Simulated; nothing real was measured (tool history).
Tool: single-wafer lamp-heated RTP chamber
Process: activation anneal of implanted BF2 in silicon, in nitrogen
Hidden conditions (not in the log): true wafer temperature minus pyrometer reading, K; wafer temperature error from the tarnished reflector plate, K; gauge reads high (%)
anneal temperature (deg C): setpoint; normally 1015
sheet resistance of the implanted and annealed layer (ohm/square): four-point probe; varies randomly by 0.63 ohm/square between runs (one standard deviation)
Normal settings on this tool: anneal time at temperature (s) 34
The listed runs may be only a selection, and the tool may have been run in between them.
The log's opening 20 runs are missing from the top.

run     day  anneal temperature (deg C)  anneal time at temperature (s)  wafers since the last listed run  wafers since the last pyrometer calibration  wafers since the reflector plate was cleaned  hours since the gauge calibration  read-back reference wafer on the same gauge, sheet resistance  sheet resistance of the implanted and annealed layer (ohm/square)
 21   9.267                        1015                              34                               148                                         5463                                           602                              115.9                                                         123.03                                                             125.21
 22   9.817                        1015                              25                               107                                         5571                                           710                              129.1                                                         123.19                                                             130.04
 23  10.167                        1015                              34                                68                                         5639                                           778                              137.5                                                         123.02                                                             124.26
      10.85  -- pyrometer window cleaned and pyrometer calibrated
 24    10.9                        1037                              26                                78                                           10                                           856                              155.1                                                          123.1                                                             121.62
 25  11.342                        1042                              15                                86                                           96                                           943                              165.7                                                         122.99                                                              128.7
 26  11.833                        1033                              42                                96                                          192                                          1039                              177.5                                                         123.15                                                             116.83
 27  12.442                        1032                              18                               118                                          311                                          1158                              192.1                                                         123.01                                                             131.44
 28  12.942                        1015                              34                                97                                          408                                          1255                              204.1                                                         123.09                                                             131.53
 29   13.45                         995                              41                                99                                          508                                          1355                              216.3                                                         123.03                                                             144.37
 30  13.854                        1035                              26                                78                                          587                                          1433                                226                                                         123.06                                                             122.05
 31  14.108                        1045                              21                                49                                          636                                          1483                              232.1                                                         123.12                                                             119.66

5 options for the next run, each taken on its own from the tool as it stands now. Forecast them:
  A  14.125                        1015                              34                                 3                                          640                                          1486                              232.5                                                              ?                                                                  ?
  B  14.125                        1004                              34                                 3                                          640                                          1486                              232.5                                                              ?                                                                  ?
  C  14.125                        1041                              45                                 3                                          640                                          1486                              232.5                                                              ?                                                                  ?
  D  14.125                        1015                              28                                 3                                          640                                          1486                              232.5                                                              ?                                                                  ?
  E  14.125                        1032                              34                                 3                                          640                                          1486                              232.5                                                              ?                                                                  ?

run  read-back reference wafer on the same gauge, sheet resistance  sheet resistance of the implanted and annealed layer (ohm/square)
  A                                                         123.03                                                             131.88
  B                                                         123.03                                                             141.37
  C                                                         123.03                                                             109.56
  D                                                         123.03                                                              135.4
  E                                                         123.03                                                             119.59
The same runs, with their run-to-run variation unchanged, on a tool lacking any hidden condition would have given:
run  sheet resistance of the implanted and annealed layer (ohm/square)
  A                                                             136.16
  B                                                             146.34
  C                                                             112.49
  D                                                             139.82
  E                                                             123.03
